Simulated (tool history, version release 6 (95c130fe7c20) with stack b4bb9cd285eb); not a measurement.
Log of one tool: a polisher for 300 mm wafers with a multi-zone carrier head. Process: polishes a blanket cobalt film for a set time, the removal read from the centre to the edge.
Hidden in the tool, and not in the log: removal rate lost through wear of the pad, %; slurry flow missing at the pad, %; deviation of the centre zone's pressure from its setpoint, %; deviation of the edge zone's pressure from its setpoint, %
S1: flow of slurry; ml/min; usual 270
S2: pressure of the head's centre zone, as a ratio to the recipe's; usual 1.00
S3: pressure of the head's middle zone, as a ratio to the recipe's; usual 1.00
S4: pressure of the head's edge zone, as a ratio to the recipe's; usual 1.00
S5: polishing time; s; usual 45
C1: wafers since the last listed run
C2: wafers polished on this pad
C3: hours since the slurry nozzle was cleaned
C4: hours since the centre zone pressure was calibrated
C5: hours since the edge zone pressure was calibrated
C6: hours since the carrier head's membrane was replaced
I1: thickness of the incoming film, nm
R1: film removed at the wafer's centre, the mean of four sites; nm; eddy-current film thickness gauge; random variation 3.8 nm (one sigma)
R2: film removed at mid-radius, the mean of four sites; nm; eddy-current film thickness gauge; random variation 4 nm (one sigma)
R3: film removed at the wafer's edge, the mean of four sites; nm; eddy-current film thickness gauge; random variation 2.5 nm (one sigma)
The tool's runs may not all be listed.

run 1 hour=0.0 | S1=270 S2=1.00 S3=1.00 S4=1.00 S5=45 | C1=0 C2=15 C3=386.6 C4=866.1 C5=133.9 C6=430.0 | I1=783.7 | R1=277.1 R2=291.4 R3=290.7
run 2 hour=8.8 | S1=270 S2=1.00 S3=1.00 S4=1.00 S5=45 | C1=127 C2=142 C3=395.4 C4=874.9 C5=142.7 C6=438.8 | I1=790.4 | R1=271.3 R2=291.0 R3=281.8
run 3 hour=23.3 | S1=270 S2=1.00 S3=1.00 S4=1.00 S5=45 | C1=209 C2=352 C3=409.9 C4=889.4 C5=157.2 C6=453.3 | I1=791.1 | R1=272.3 R2=292.4 R3=283.2
run 4 hour=37.8 | S1=270 S2=1.00 S3=1.00 S4=1.00 S5=45 | C1=209 C2=561 C3=424.4 C4=903.9 C5=171.7 C6=467.8 | I1=779.3 | R1=270.9 R2=284.5 R3=284.6
run 5 hour=45.1 | S1=270 S2=1.00 S3=1.00 S4=1.00 S5=45 | C1=105 C2=666 C3=431.7 C4=911.2 C5=179.0 C6=475.1 | I1=782.6 | R1=270.9 R2=281.8 R3=280.6
run 6 hour=58.1 | S1=270 S2=1.00 S3=1.00 S4=1.00 S5=51 | C1=187 C2=854 C3=444.7 C4=924.2 C5=192.0 C6=488.1 | I1=793.0 | R1=307.7 R2=314.9 R3=313.7
run 7 hour=64.6 | S1=270 S2=1.00 S3=1.00 S4=1.00 S5=51 | C1=93 C2=948 C3=451.2 C4=930.7 C5=198.5 C6=494.6 | I1=791.0 | R1=299.4 R2=320.4 R3=316.1
-- hour=70.5 worn pad replaced by a new one
-- hour=75.0 slurry nozzle cleaned
run 8 hour=75.5 | S1=270 S2=1.00 S3=1.00 S4=1.00 S5=45 | C1=85 C2=57 C3=0.5 C4=941.6 C5=209.4 C6=505.5 | I1=787.6 | R1=290.5 R2=310.6 R3=298.8
run 9 hour=81.4 | S1=270 S2=1.00 S3=1.00 S4=1.00 S5=45 | C1=85 C2=142 C3=6.4 C4=947.5 C5=215.3 C6=511.4 | I1=794.2 | R1=292.5 R2=296.8 R3=293.2
run 10 hour=89.3 | S1=270 S2=1.00 S3=1.00 S4=1.00 S5=45 | C1=114 C2=256 C3=14.3 C4=955.4 C5=223.2 C6=519.3 | I1=792.2 | R1=290.4 R2=304.2 R3=293.8
run 11 hour=95.7 | S1=270 S2=1.00 S3=0.95 S4=1.04 S5=40 | C1=92 C2=349 C3=20.7 C4=961.8 C5=229.6 C6=525.7 | I1=792.8 | R1=256.5 R2=265.0 R3=268.5
run 12 hour=112.9 | S1=320 S2=0.90 S3=1.00 S4=1.04 S5=40 | C1=248 C2=597 C3=37.9 C4=979.0 C5=246.8 C6=542.9 | I1=784.5 | R1=234.4 R2=274.1 R3=268.4
-- hour=125.6 worn pad replaced by a new one
run 13 hour=126.1 | S1=360 S2=1.00 S3=1.10 S4=1.00 S5=45 | C1=132 C2=7 C3=51.1 C4=992.2 C5=260.0 C6=556.1 | I1=784.2 | R1=309.1 R2=340.3 R3=307.7
-- hour=129.2 centre zone pressure recalibrated
-- hour=142.1 carrier head's membrane replaced by a new one
run 14 hour=142.6 | S1=270 S2=1.00 S3=1.00 S4=1.00 S5=45 | C1=137 C2=144 C3=67.6 C4=13.4 C5=276.5 C6=0.5 | I1=777.8 | R1=287.8 R2=305.5 R3=294.4
run 15 hour=145.2 | S1=270 S2=1.00 S3=1.00 S4=1.00 S5=45 | C1=37 C2=182 C3=70.2 C4=16.0 C5=279.1 C6=3.1 | I1=796.7 | R1=287.3 R2=300.0 R3=294.8
-- hour=150.6 edge zone pressure recalibrated
run 16 hour=154.2 | S1=200 S2=1.00 S3=0.90 S4=1.09 S5=45 | C1=101 C2=283 C3=79.2 C4=25.0 C5=3.6 C6=12.1 | I1=774.9 | R1=274.9 R2=261.4 R3=295.6
run 17 hour=160.9 | S1=335 S2=0.91 S3=1.00 S4=1.00 S5=37 | C1=96 C2=380 C3=85.9 C4=31.7 C5=10.3 C6=18.8 | I1=792.3 | R1=219.9 R2=258.4 R3=249.4
run 18 hour=175.0 | S1=270 S2=1.00 S3=1.11 S4=1.00 S5=45 | C1=203 C2=583 C3=100.0 C4=45.8 C5=24.4 C6=32.9 | I1=800.6 | R1=295.1 R2=327.3 R3=292.1
-- hour=185.7 worn pad replaced by a new one
run 19 hour=186.5 | S1=270 S2=1.00 S3=1.07 S4=1.00 S5=36 | C1=108 C2=11 C3=111.5 C4=57.3 C5=35.9 C6=44.4 | I1=786.7 | R1=232.3 R2=256.0 R3=236.2
run 20 hour=193.0 | S1=270 S2=0.93 S3=0.97 S4=1.00 S5=45 | C1=93 C2=105 C3=118.0 C4=63.8 C5=42.4 C6=50.9 | I1=788.8 | R1=273.0 R2=297.1 R3=293.5
run 21 hour=204.1 | S1=270 S2=1.00 S3=1.00 S4=1.00 S5=45 | C1=160 C2=265 C3=129.1 C4=74.9 C5=53.5 C6=62.0 | I1=790.4 | R1=287.0 R2=308.2 R3=294.9

How the hidden state differs across the entries between the runs, from the last listed run before each to the first after it:
Between runs 7 and 8: worn pad replaced by a new one (hour 70.5); slurry nozzle cleaned (hour 75.0)
  slurry flow missing at the pad, %: 40.1 -> 3.63
  measured less the result without the state, R1: -29.7 -> -1.5 nm; R2: -28.2 -> -1.4 nm; R3: -20.4 -> -1.0 nm
Between runs 12 and 13: worn pad replaced by a new one (hour 125.6)
  slurry flow missing at the pad, %: 3.89 -> 4.11
  measured less the result without the state, R1: -1.1 -> -1.2 nm; R2: -1.1 -> -1.3 nm; R3: -0.8 -> -0.9 nm
Between runs 13 and 14: centre zone pressure recalibrated (hour 129.2); carrier head's membrane replaced by a new one (hour 142.1)
  slurry flow missing at the pad, %: 4.11 -> 4.47
  measured less the result without the state, R1: -1.2 -> -1.8 nm; R2: -1.3 -> -1.7 nm; R3: -0.9 -> -1.2 nm
Between runs 15 and 16: edge zone pressure recalibrated (hour 150.6)
  slurry flow missing at the pad, %: 4.54 -> 4.78
  measured less the result without the state, R1: -1.8 -> -2.6 nm; R2: -1.7 -> -2.2 nm; R3: -1.2 -> -1.8 nm
Between runs 18 and 19: worn pad replaced by a new one (hour 185.7)
  slurry flow missing at the pad, %: 5.47 -> 5.92
  measured less the result without the state, R1: -2.3 -> -1.9 nm; R2: -2.3 -> -2.0 nm; R3: -1.5 -> -1.3 nm
